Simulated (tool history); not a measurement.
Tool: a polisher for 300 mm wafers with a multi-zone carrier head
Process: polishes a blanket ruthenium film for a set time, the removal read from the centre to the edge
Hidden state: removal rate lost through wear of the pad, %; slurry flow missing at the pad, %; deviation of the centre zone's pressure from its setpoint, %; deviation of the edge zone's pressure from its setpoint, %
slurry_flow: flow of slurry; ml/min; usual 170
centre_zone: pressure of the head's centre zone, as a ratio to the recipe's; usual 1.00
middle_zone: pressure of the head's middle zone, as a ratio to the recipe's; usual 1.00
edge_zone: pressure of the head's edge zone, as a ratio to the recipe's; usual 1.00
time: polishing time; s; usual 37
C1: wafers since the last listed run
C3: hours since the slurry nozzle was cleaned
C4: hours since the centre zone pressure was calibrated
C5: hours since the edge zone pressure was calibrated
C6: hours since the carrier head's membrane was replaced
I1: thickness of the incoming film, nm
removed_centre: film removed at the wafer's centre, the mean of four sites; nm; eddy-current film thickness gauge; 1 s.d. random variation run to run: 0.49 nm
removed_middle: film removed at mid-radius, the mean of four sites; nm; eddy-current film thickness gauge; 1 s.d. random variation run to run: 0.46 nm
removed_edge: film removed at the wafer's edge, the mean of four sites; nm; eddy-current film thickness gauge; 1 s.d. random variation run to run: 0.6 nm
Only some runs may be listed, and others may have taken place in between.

{"run": 1, "hour": 0.0, "slurry_flow": 170, "centre_zone": 0.92, "middle_zone": 1.0, "edge_zone": 1.0, "time": 37, "C1": 0, "wafers polished on this pad": 395, "C3": 212.2, "C4": 330.1, "C5": 297.9, "C6": 457.7, "I1": 286.4, "removed_centre": 69.2, "removed_middle": 74.7, "removed_edge": 73.2}
{"run": 2, "hour": 26.4, "slurry_flow": 170, "centre_zone": 0.92, "middle_zone": 1.0, "edge_zone": 1.0, "time": 37, "C1": 289, "wafers polished on this pad": 684, "C3": 238.6, "C4": 356.5, "C5": 324.3, "C6": 484.1, "I1": 291.5, "removed_centre": 69.1, "removed_middle": 73.8, "removed_edge": 71.7}
{"run": 3, "hour": 42.6, "slurry_flow": 200, "centre_zone": 1.0, "middle_zone": 1.0, "edge_zone": 1.0, "time": 37, "C1": 177, "wafers polished on this pad": 862, "C3": 254.8, "C4": 372.7, "C5": 340.5, "C6": 500.3, "I1": 289.9, "removed_centre": 75.8, "removed_middle": 76.8, "removed_edge": 74.9}
{"hour": 51.6, "done": "worn pad replaced by a new one"}
{"run": 4, "hour": 56.2, "slurry_flow": 200, "centre_zone": 1.0, "middle_zone": 1.0, "edge_zone": 1.0, "time": 37, "C1": 105, "wafers polished on this pad": 49, "C3": 268.4, "C4": 386.3, "C5": 354.1, "C6": 513.9, "I1": 287.0, "removed_centre": 76.5, "removed_middle": 76.8, "removed_edge": 74.3}
{"run": 5, "hour": 83.5, "slurry_flow": 170, "centre_zone": 1.0, "middle_zone": 1.0, "edge_zone": 1.0, "time": 37, "C1": 299, "wafers polished on this pad": 348, "C3": 295.7, "C4": 413.6, "C5": 381.4, "C6": 541.2, "I1": 294.3, "removed_centre": 74.1, "removed_middle": 74.8, "removed_edge": 72.1}
{"run": 6, "hour": 97.6, "slurry_flow": 170, "centre_zone": 1.0, "middle_zone": 1.0, "edge_zone": 1.0, "time": 37, "C1": 154, "wafers polished on this pad": 503, "C3": 309.8, "C4": 427.7, "C5": 395.5, "C6": 555.3, "I1": 294.9, "removed_centre": 74.2, "removed_middle": 75.5, "removed_edge": 72.4}
{"run": 7, "hour": 128.6, "slurry_flow": 170, "centre_zone": 1.0, "middle_zone": 1.0, "edge_zone": 1.0, "time": 37, "C1": 339, "wafers polished on this pad": 842, "C3": 340.8, "C4": 458.7, "C5": 426.5, "C6": 586.3, "I1": 292.9, "removed_centre": 74.8, "removed_middle": 74.6, "removed_edge": 72.3}
{"hour": 160.3, "done": "worn pad replaced by a new one"}
{"run": 8, "hour": 160.8, "slurry_flow": 170, "centre_zone": 1.08, "middle_zone": 1.0, "edge_zone": 1.0, "time": 37, "C1": 308, "wafers polished on this pad": 5, "C3": 373.0, "C4": 490.9, "C5": 458.7, "C6": 618.5, "I1": 289.8, "removed_centre": 78.9, "removed_middle": 74.9, "removed_edge": 72.7}
{"run": 9, "hour": 176.1, "slurry_flow": 170, "centre_zone": 1.08, "middle_zone": 1.0, "edge_zone": 1.0, "time": 37, "C1": 167, "wafers polished on this pad": 172, "C3": 388.3, "C4": 506.2, "C5": 474.0, "C6": 633.8, "I1": 284.7, "removed_centre": 78.4, "removed_middle": 75.1, "removed_edge": 72.4}
{"hour": 187.6, "done": "edge zone pressure recalibrated"}
{"run": 10, "hour": 207.0, "slurry_flow": 170, "centre_zone": 1.08, "middle_zone": 1.0, "edge_zone": 1.0, "time": 37, "C1": 316, "wafers polished on this pad": 489, "C3": 419.2, "C4": 537.1, "C5": 19.4, "C6": 664.7, "I1": 290.6, "removed_centre": 78.6, "removed_middle": 74.5, "removed_edge": 71.7}
{"run": 11, "hour": 220.0, "slurry_flow": 170, "centre_zone": 1.0, "middle_zone": 0.93, "edge_zone": 1.0, "time": 37, "C1": 142, "wafers polished on this pad": 631, "C3": 432.2, "C4": 550.1, "C5": 32.4, "C6": 677.7, "I1": 293.1, "removed_centre": 73.5, "removed_middle": 69.9, "removed_edge": 72.4}
{"run": 12, "hour": 238.4, "slurry_flow": 115, "centre_zone": 1.0, "middle_zone": 1.0, "edge_zone": 1.0, "time": 37, "C1": 201, "wafers polished on this pad": 833, "C3": 450.6, "C4": 568.5, "C5": 50.8, "C6": 696.1, "I1": 292.9, "removed_centre": 66.8, "removed_middle": 68.0, "removed_edge": 67.9}
{"run": 13, "hour": 256.9, "slurry_flow": 170, "centre_zone": 1.05, "middle_zone": 0.92, "edge_zone": 0.96, "time": 37, "C1": 202, "wafers polished on this pad": 1035, "C3": 469.1, "C4": 587.0, "C5": 69.3, "C6": 714.6, "I1": 291.3, "removed_centre": 76.7, "removed_middle": 69.7, "removed_edge": 71.6}

Predict the results of run 14:
{"hour": 262.3, "done": "worn pad replaced by a new one"}
{"hour": 272.0, "done": "carrier head's membrane replaced by a new one"}
{"run": 14, "hour": 279.7, "slurry_flow": 115, "centre_zone": 1.0, "middle_zone": 1.0, "edge_zone": 1.0, "time": 37, "C1": 151, "wafers polished on this pad": 136, "C3": 491.9, "C4": 609.8, "C5": 92.1, "C6": 7.7, "I1": 284.8, "removed_centre": "?", "removed_middle": "?", "removed_edge": "?"}

Run 14 yielded removed_centre 65.6 nm, removed_middle 67.7 nm, removed_edge 68.7 nm.
With no hidden state in the tool, this same run would have given removed_centre 65.6 nm, removed_middle 67.7 nm, removed_edge 68.7 nm.
